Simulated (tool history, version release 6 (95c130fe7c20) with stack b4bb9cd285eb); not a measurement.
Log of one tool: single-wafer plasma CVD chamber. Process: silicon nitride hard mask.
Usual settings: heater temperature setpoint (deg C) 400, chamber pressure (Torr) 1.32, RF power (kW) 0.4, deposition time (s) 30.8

| run | hour | heater temperature setpoint (deg C) | chamber pressure (Torr) | RF power (kW) | deposition time (s) | wafers since the last listed run | hours since the last thermocouple change | hours since the last RF generator calibration | hours since the last manometer calibration | hours since the showerhead was replaced | hours since the gauge calibration | read-back reference wafer on the same gauge, thickness_nm | mean film thickness on the monitor wafer (Å) |
|---|---|---|---|---|---|---|---|---|---|---|---|---|---|
| 1 | 0 | 400 | 1.32 | 0.365 | 30.8 | 0 | 1182.2 | 1583.1 | 1005.6 | 69.5 | 1318.5 | 40.976 | 395.3 |
|  | 46.9 | capacitance manometer re-zeroed and calibrated |
| 2 | 60.4 | 400 | 1.32 | 0.365 | 30.8 | 1614 | 1242.6 | 1643.5 | 13.5 | 129.9 | 1378.9 | 41.001 | 391.47 |
| 3 | 142.6 | 408 | 1.32 | 0.4 | 30.8 | 2532 | 1324.8 | 1725.7 | 95.7 | 212.1 | 1461.1 | 41.019 | 418.26 |
| 4 | 243.3 | 408 | 1.32 | 0.4 | 30.8 | 3102 | 1425.5 | 1826.4 | 196.4 | 312.8 | 1561.8 | 41.023 | 417.78 |
| 5 | 310 | 409 | 1.32 | 0.44 | 30.8 | 2055 | 1492.2 | 1893.1 | 263.1 | 379.5 | 1628.5 | 41.005 | 448.02 |
| 6 | 367.8 | 400 | 1.32 | 0.445 | 26.6 | 1781 | 1550 | 1950.9 | 320.9 | 437.3 | 1686.3 | 40.981 | 392.73 |
|  | 382.3 | RF generator calibrated |
| 7 | 406.8 | 405 | 1.32 | 0.4 | 30.8 | 955 | 1589 | 24.5 | 359.9 | 476.3 | 1725.3 | 41.029 | 418.21 |
| 8 | 512.7 | 400 | 1.14 | 0.4 | 25.3 | 3263 | 1694.9 | 130.4 | 465.8 | 582.2 | 1831.2 | 41.012 | 338.99 |
| 9 | 572.1 | 400 | 1.32 | 0.32 | 30.8 | 1830 | 1754.3 | 189.8 | 525.2 | 641.6 | 1890.6 | 40.997 | 354.77 |
| 10 | 647.3 | 400 | 1.32 | 0.4 | 30.8 | 2317 | 1829.5 | 265 | 600.4 | 716.8 | 1965.8 | 40.976 | 420.26 |
| 11 | 722 | 385 | 1.32 | 0.4 | 30.8 | 2301 | 1904.2 | 339.7 | 675.1 | 791.5 | 2040.5 | 41.006 | 425.47 |
| 12 | 817.8 | 415 | 1.19 | 0.4 | 30.8 | 2951 | 2000 | 435.5 | 770.9 | 887.3 | 2136.3 | 40.997 | 412.27 |
| 13 | 896.6 | 400 | 1.32 | 0.4 | 30.8 | 2428 | 2078.8 | 514.3 | 849.7 | 966.1 | 2215.1 | 40.992 | 421.99 |
| 14 | 998.1 | 400 | 1.32 | 0.4 | 30.8 | 3127 | 2180.3 | 615.8 | 951.2 | 1067.6 | 2316.6 | 40.993 | 423.9 |
|  | 1045.2 | thermocouple changed; heater temperature recalibrated |
| 15 | 1055.6 | 415 | 1.08 | 0.4 | 30.8 | 1525 | 10.4 | 673.3 | 1008.7 | 1125.1 | 2374.1 | 41.021 | 409.13 |
| 16 | 1139.9 | 400 | 1.61 | 0.38 | 30.8 | 2597 | 94.7 | 757.6 | 1093 | 1209.4 | 2458.4 | 40.994 | 420.21 |
|  | 1205.7 | gauge calibrated |
| 17 | 1241.5 | 413 | 1.32 | 0.4 | 30.8 | 3130 | 196.3 | 859.2 | 1194.6 | 1311 | 35.8 | 40.987 | 421.01 |
|  | 1249.8 | capacitance manometer re-zeroed and calibrated |
| 18 | 1314.2 | 400 | 1.32 | 0.4 | 26.6 | 1993 | 269 | 931.9 | 64.4 | 1383.7 | 108.5 | 40.985 | 362.28 |
| 19 | 1398.3 | 391 | 1.53 | 0.425 | 30.8 | 2591 | 353.1 | 1016 | 148.5 | 1467.8 | 192.6 | 40.972 | 450.77 |
| 20 | 1473.1 | 400 | 1.57 | 0.4 | 33 | 2304 | 427.9 | 1090.8 | 223.3 | 1542.6 | 267.4 | 41.014 | 465.47 |
| 21 | 1539.5 | 400 | 1.32 | 0.4 | 30.8 | 2046 | 494.3 | 1157.2 | 289.7 | 1609 | 333.8 | 41.03 | 420.2 |
| 22 | 1578.3 | 391 | 1.53 | 0.425 | 30.8 | 1195 | 533.1 | 1196 | 328.5 | 1647.8 | 372.6 | 40.971 | 454.81 |
| 23 | 1630.9 | 391 | 1.09 | 0.4 | 28.8 | 1620 | 585.7 | 1248.6 | 381.1 | 1700.4 | 425.2 | 40.988 | 385.17 |
| 24 | 1674.6 | 400 | 1.32 | 0.4 | 30.8 | 1346 | 629.4 | 1292.3 | 424.8 | 1744.1 | 468.9 | 41.02 | 422.54 |
| 25 | 1740.7 | 388 | 1.32 | 0.36 | 33.5 | 2036 | 695.5 | 1358.4 | 490.9 | 1810.2 | 535 | 41 | 427.24 |
| 26 | 1786 | 400 | 1.32 | 0.4 | 30.8 | 1395 | 740.8 | 1403.7 | 536.2 | 1855.5 | 580.3 | 40.994 | 423.78 |
| 27 | 1892.5 | 413 | 1.42 | 0.4 | 30.8 | 3281 | 847.3 | 1510.2 | 642.7 | 1962 | 686.8 | 41.01 | 427.09 |

Forecast each of these 5 alternatives for the next run:
| A | 1892.9 | 400 | 1.32 | 0.4 | 30.8 | 12 | 847.7 | 1510.6 | 643.1 | 1962.4 | 687.2 | ? | ? |
| B | 1892.9 | 400 | 1.32 | 0.4 | 26.5 | 12 | 847.7 | 1510.6 | 643.1 | 1962.4 | 687.2 | ? | ? |
| C | 1892.9 | 390 | 1.61 | 0.36 | 26.5 | 12 | 847.7 | 1510.6 | 643.1 | 1962.4 | 687.2 | ? | ? |
| D | 1892.9 | 391 | 1.48 | 0.37 | 29.1 | 12 | 847.7 | 1510.6 | 643.1 | 1962.4 | 687.2 | ? | ? |
| E | 1892.9 | 400 | 1.03 | 0.4 | 30.8 | 12 | 847.7 | 1510.6 | 643.1 | 1962.4 | 687.2 | ? | ? |

| run | read-back reference wafer on the same gauge, thickness_nm | mean film thickness on the monitor wafer (Å) |
|---|---|---|
| A | 40.993 | 426.8 |
| B | 40.993 | 367.35 |
| C | 40.993 | 352.19 |
| D | 40.993 | 389.22 |
| E | 40.993 | 410.79 |
Without the tool's hidden state the same runs would have given:
| run | mean film thickness on the monitor wafer (Å) |
|---|---|
| A | 421.39 |
| B | 362.69 |
| C | 347.94 |
| D | 384.45 |
| E | 405.54 |
